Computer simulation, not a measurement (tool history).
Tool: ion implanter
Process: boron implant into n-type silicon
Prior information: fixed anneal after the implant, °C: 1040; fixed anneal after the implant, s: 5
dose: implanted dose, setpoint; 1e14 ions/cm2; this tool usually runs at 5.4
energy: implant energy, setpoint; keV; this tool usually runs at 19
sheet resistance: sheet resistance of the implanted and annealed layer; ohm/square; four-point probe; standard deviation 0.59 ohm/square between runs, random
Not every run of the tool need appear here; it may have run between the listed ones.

| run | day | dose | energy | read-back reference wafer on the same gauge, sheet resistance | sheet resistance |
|---|---|---|---|---|---|
| 1 | 0 | 5.4 | 19 | 204.93 | 205.24 |
| 2 | 2.517 | 5.4 | 19 | 205.08 | 203.81 |
|  | 10.617 | Faraday cup replaced and dose calibrated |
| 3 | 11.133 | 5.4 | 19 | 204.92 | 203.83 |
| 4 | 15.538 | 5.4 | 19 | 204.81 | 204.22 |
| 5 | 18.908 | 5.4 | 19 | 205.01 | 203.25 |
| 6 | 21.408 | 5.4 | 19 | 204.99 | 202.67 |
| 7 | 24.658 | 5.4 | 19 | 205.11 | 202.99 |
| 8 | 28.712 | 5.4 | 19 | 204.88 | 204.13 |
|  | 29.688 | gauge calibrated |
| 9 | 36.871 | 5.4 | 19 | 204.92 | 203.88 |
| 10 | 40.646 | 5.4 | 19 | 204.98 | 203.04 |
| 11 | 42.204 | 5.4 | 19 | 204.86 | 203.38 |
| 12 | 44.867 | 5.4 | 19 | 204.92 | 202.88 |
| 13 | 48.196 | 5.4 | 22 | 204.92 | 200.71 |
|  | 49.108 | Faraday cup replaced and dose calibrated |
| 14 | 50.638 | 6.55 | 21 | 205.05 | 171.32 |
|  | 52.262 | extraction supply calibrated |
| 15 | 53.338 | 5.4 | 19 | 204.95 | 203.7 |
| 16 | 56.875 | 5.4 | 16.5 | 205.01 | 206.27 |
| 17 | 58.833 | 5.4 | 14.5 | 204.72 | 208.57 |
| 18 | 62.25 | 4.49 | 16.5 | 205.07 | 239.92 |
| 19 | 64.988 | 6.58 | 14.5 | 205.25 | 177.14 |
| 20 | 68.608 | 5.4 | 23.5 | 204.94 | 198.83 |
| 21 | 72.229 | 4.58 | 16.5 | 204.87 | 237.44 |
| 22 | 75.721 | 6.7 | 14.5 | 204.97 | 173.4 |
| 23 | 77.921 | 3.92 | 24 | 205.07 | 258.4 |
|  | 84.496 | Faraday cup replaced and dose calibrated |
| 24 | 85.517 | 5.4 | 19 | 205.08 | 204.16 |
| 25 | 89.117 | 6.59 | 19 | 205.02 | 172.52 |
| 26 | 93.233 | 5.4 | 19 | 205.05 | 202.28 |
| 27 | 96.95 | 3.92 | 24 | 204.91 | 257.89 |
| 28 | 99.033 | 5.4 | 19 | 205.07 | 203.43 |
| 29 | 101.696 | 4.34 | 16.5 | 204.96 | 246.25 |
| 30 | 105.604 | 5.4 | 19 | 205.14 | 204.17 |
| 31 | 108.254 | 4.92 | 13 | 204.95 | 228.85 |
| 32 | 110.938 | 5.4 | 19 | 204.94 | 203.87 |
| 33 | 112.779 | 4.76 | 22.5 | 205.04 | 222.2 |
| 34 | 117 | 5.4 | 19 | 204.93 | 203.27 |
|  | 118.85 | Faraday cup replaced and dose calibrated |
| 35 | 120.012 | 5.4 | 24.5 | 205 | 198.34 |
| 36 | 122.65 | 5.4 | 25 | 204.97 | 197.79 |

What was the tool's hidden state at every run in the log?
deviation of the true dose from the Faraday cup's reading, %: 0 across all the runs
deviation of the true energy from its setpoint, %: 0 across all the runs
gauge reads high (%): 0 across all the runs

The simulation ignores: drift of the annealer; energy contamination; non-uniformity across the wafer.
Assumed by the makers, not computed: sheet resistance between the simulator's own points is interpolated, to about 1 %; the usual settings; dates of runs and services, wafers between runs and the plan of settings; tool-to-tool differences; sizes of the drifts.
